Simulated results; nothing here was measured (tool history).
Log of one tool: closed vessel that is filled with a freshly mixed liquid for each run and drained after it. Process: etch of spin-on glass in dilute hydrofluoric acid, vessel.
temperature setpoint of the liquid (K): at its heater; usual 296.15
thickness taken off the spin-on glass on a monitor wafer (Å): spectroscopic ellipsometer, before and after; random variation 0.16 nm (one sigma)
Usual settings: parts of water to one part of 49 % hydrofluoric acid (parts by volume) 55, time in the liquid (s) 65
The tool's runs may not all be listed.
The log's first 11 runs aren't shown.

| run | hour | temperature setpoint of the liquid (K) | parts of water to one part of 49 % hydrofluoric acid (parts by volume) | time in the liquid (s) | read-back film thickness of the spin-on glass reference wafer, read on the same gauge (nm) | thickness taken off the spin-on glass on a monitor wafer (Å) |
|---|---|---|---|---|---|---|
| 12 | 941.2 | 296.15 | 55 | 65 | 39.99 | 246.6 |
| 13 | 1034.4 | 296.15 | 55 | 65 | 40.01 | 247.3 |
| 14 | 1081.5 | 296.15 | 45 | 95 | 39.99 | 449.5 |
| 15 | 1147.0 | 296.15 | 45 | 95 | 40.00 | 450.9 |
|  | 1160.0 | thermometer replaced |
| 16 | 1249.4 | 296.15 | 55 | 65 | 39.99 | 264.4 |
| 17 | 1288.7 | 291.15 | 40 | 90 | 40.00 | 411.3 |
| 18 | 1417.9 | 300.15 | 75 | 35 | 39.98 | 117.1 |
| 19 | 1481.4 | 293.65 | 45 | 85 | 39.98 | 388.8 |
|  | 1548.2 | gauge calibrated |
| 20 | 1585.9 | 298.65 | 45 | 105 | 40.01 | 582.5 |
| 21 | 1626.4 | 296.15 | 65 | 65 | 39.98 | 220.9 |
| 22 | 1714.0 | 291.65 | 25 | 30 | 40.01 | 229.0 |
| 23 | 1798.7 | 300.65 | 55 | 95 | 39.99 | 459.8 |
| 24 | 1841.7 | 296.15 | 75 | 65 | 39.99 | 187.5 |
| 25 | 1936.5 | 296.15 | 55 | 80 | 40.00 | 320.1 |
|  | 1972.4 | hydrofluoric acid flow meter replaced |
| 26 | 2042.8 | 291.15 | 30 | 65 | 40.00 | 376.9 |
| 27 | 2101.6 | 299.15 | 40 | 100 | 40.00 | 608.9 |

Run 28 comes next. What will it give?
| 28 | 2160.6 | 291.15 | 30 | 65 | ? | ? |

Run 28 gave read-back film thickness of the spin-on glass reference wafer, read on the same gauge (nm) 40.00, thickness taken off the spin-on glass on a monitor wafer (Å) 376.4.
Without the tool's hidden state the same run would have given thickness taken off the spin-on glass on a monitor wafer (Å) 387.2.
